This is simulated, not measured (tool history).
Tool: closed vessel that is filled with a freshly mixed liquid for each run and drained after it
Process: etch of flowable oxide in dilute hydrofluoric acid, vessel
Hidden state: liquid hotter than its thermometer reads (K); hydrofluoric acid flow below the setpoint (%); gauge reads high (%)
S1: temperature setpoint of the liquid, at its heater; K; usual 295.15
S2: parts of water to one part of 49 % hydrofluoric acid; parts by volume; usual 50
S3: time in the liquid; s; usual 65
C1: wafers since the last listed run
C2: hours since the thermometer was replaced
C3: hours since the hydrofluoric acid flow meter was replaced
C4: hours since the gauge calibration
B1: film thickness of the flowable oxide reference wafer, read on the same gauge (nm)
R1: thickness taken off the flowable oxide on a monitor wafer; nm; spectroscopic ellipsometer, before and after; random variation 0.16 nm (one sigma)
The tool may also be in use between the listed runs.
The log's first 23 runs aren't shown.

run,hour,S1,S2,S3,C1,C2,C3,C4,B1,R1
24,411.7,295.15,50,65,871,144.1,17.5,113.7,130.00,44.96
25,427.2,297.15,40,45,1164,159.6,33.0,129.2,130.01,42.83
26,437.5,291.15,40,50,774,169.9,43.3,139.5,129.98,36.98
27,447.8,299.65,70,50,774,180.2,53.6,149.8,130.01,28.89
28,455.1,295.15,25,65,548,187.5,60.9,157.1,130.03,93.32
29,469.4,295.15,35,30,1074,201.8,75.2,171.4,130.00,30.33
30,482.7,297.65,75,30,999,215.1,88.5,184.7,129.98,14.84
31,495.1,295.15,25,80,931,227.5,100.9,197.1,130.00,114.07

Forecast each of these 4 alternatives for the next run:
A,495.8,295.15,50,90,52,228.2,101.6,197.8,?,?
B,495.8,295.15,30,65,52,228.2,101.6,197.8,?,?
C,495.8,295.15,65,45,52,228.2,101.6,197.8,?,?
D,495.8,298.65,60,40,52,228.2,101.6,197.8,?,?

run,B1,R1
A,129.99,62.40
B,129.99,77.07
C,129.99,23.55
D,129.99,26.32
Without the tool's hidden state the same runs would have given:
run,R1
A,62.01
B,76.57
C,23.41
D,26.17
